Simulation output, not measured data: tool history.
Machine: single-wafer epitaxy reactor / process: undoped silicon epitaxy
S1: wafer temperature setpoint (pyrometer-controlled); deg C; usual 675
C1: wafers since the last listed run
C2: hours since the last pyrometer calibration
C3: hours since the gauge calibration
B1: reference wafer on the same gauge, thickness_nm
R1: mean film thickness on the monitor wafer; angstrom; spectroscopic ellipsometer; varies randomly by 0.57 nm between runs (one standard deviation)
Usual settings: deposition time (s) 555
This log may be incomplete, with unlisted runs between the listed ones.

Run 1, hour 0: usual settings but S1 680 deg C; C1 0; C2 1922.6; C3 204.4; B1 161.982. Result: R1 1766.46 angstrom.
Run 2, hour 15.5: usual settings but deposition time (s) 513; C1 76; C2 1938.1; C3 219.9; B1 162.155. Result: R1 1494.57 angstrom.
Run 3, hour 43.2: usual settings but deposition time (s) 513; C1 137; C2 1965.8; C3 247.6; B1 162.149. Result: R1 1486.55 angstrom.
Run 4, hour 59.2: usual settings but deposition time (s) 513; C1 79; C2 1981.8; C3 263.6; B1 162.074. Result: R1 1487.39 angstrom.
Run 5, hour 84.9: usual settings but deposition time (s) 476; C1 127; C2 2007.5; C3 289.3; B1 162.002. Result: R1 1395.34 angstrom.
Run 6, hour 97.3: usual settings but deposition time (s) 476; C1 61; C2 2019.9; C3 301.7; B1 161.896. Result: R1 1386.06 angstrom.
Run 7, hour 118.9: usual settings but deposition time (s) 476; C1 107; C2 2041.5; C3 323.3; B1 161.736. Result: R1 1389.83 angstrom.
Run 8, hour 149: usual settings; C1 149; C2 2071.6; C3 353.4; B1 161.988. Result: R1 1621.09 angstrom.
At hour 161.9: gauge calibrated.
Run 9, hour 179.3: usual settings; C1 150; C2 2101.9; C3 17.4; B1 161.87. Result: R1 1613.1 angstrom.
Run 10, hour 196.8: usual settings; C1 86; C2 2119.4; C3 34.9; B1 162.024. Result: R1 1625.41 angstrom.
Run 11, hour 218.4: usual settings but S1 663 deg C; C1 107; C2 2141; C3 56.5; B1 162.083. Result: R1 1302.27 angstrom.
Run 12, hour 248.4: usual settings but S1 670 deg C, deposition time (s) 593; C1 148; C2 2171; C3 86.5; B1 161.9. Result: R1 1585.92 angstrom.
Run 13, hour 275: usual settings; C1 131; C2 2197.6; C3 113.1; B1 162.095. Result: R1 1618.3 angstrom.
Run 14, hour 296.6: usual settings but S1 667 deg C, deposition time (s) 470; C1 107; C2 2219.2; C3 134.7; B1 162.013. Result: R1 1185.21 angstrom.
Run 15, hour 321.1: usual settings; C1 121; C2 2243.7; C3 159.2; B1 161.883. Result: R1 1634.12 angstrom.
Run 16, hour 353.6: usual settings but S1 670 deg C, deposition time (s) 516; C1 161; C2 2276.2; C3 191.7; B1 161.835. Result: R1 1383.75 angstrom.
At hour 367.2: pyrometer calibrated.
Run 17, hour 385.2: usual settings but S1 680 deg C, deposition time (s) 459; C1 117; C2 18; C3 223.3; B1 161.994. Result: R1 1347.69 angstrom.
Run 18, hour 410.4: usual settings but S1 669 deg C; C1 125; C2 43.2; C3 248.5; B1 161.856. Result: R1 1348.99 angstrom.
Run 19, hour 440.9: usual settings but S1 686 deg C, deposition time (s) 597; C1 151; C2 73.7; C3 279; B1 162.098. Result: R1 1966.67 angstrom.
Run 20, hour 466.6: usual settings but deposition time (s) 513; C1 127; C2 99.4; C3 304.7; B1 161.955. Result: R1 1390.56 angstrom.
Run 21, hour 486.7: usual settings but S1 686 deg C, deposition time (s) 446; C1 99; C2 119.5; C3 324.8; B1 161.963. Result: R1 1469.86 angstrom.
Run 22, hour 511.3: usual settings but S1 679 deg C, deposition time (s) 509; C1 122; C2 144.1; C3 349.4; B1 162.058. Result: R1 1475.5 angstrom.

The tool's hidden state at each run:
gauge reads high (%): 0 on each run
H1: wafer temperature above the value expected at the setpoint (K)
run     H1
  1   4.39
  2   4.42
  3   4.48
  4   4.51
  5   4.57
  6   4.59
  7   4.64
  8    4.7
  9   4.76
 10    4.8
 11   4.84
 12    4.9
 13   4.96
 14      5
 15   5.05
 16   5.12
 17  0.427
 18  0.479
 19  0.542
 20  0.594
 21  0.636
 22  0.686
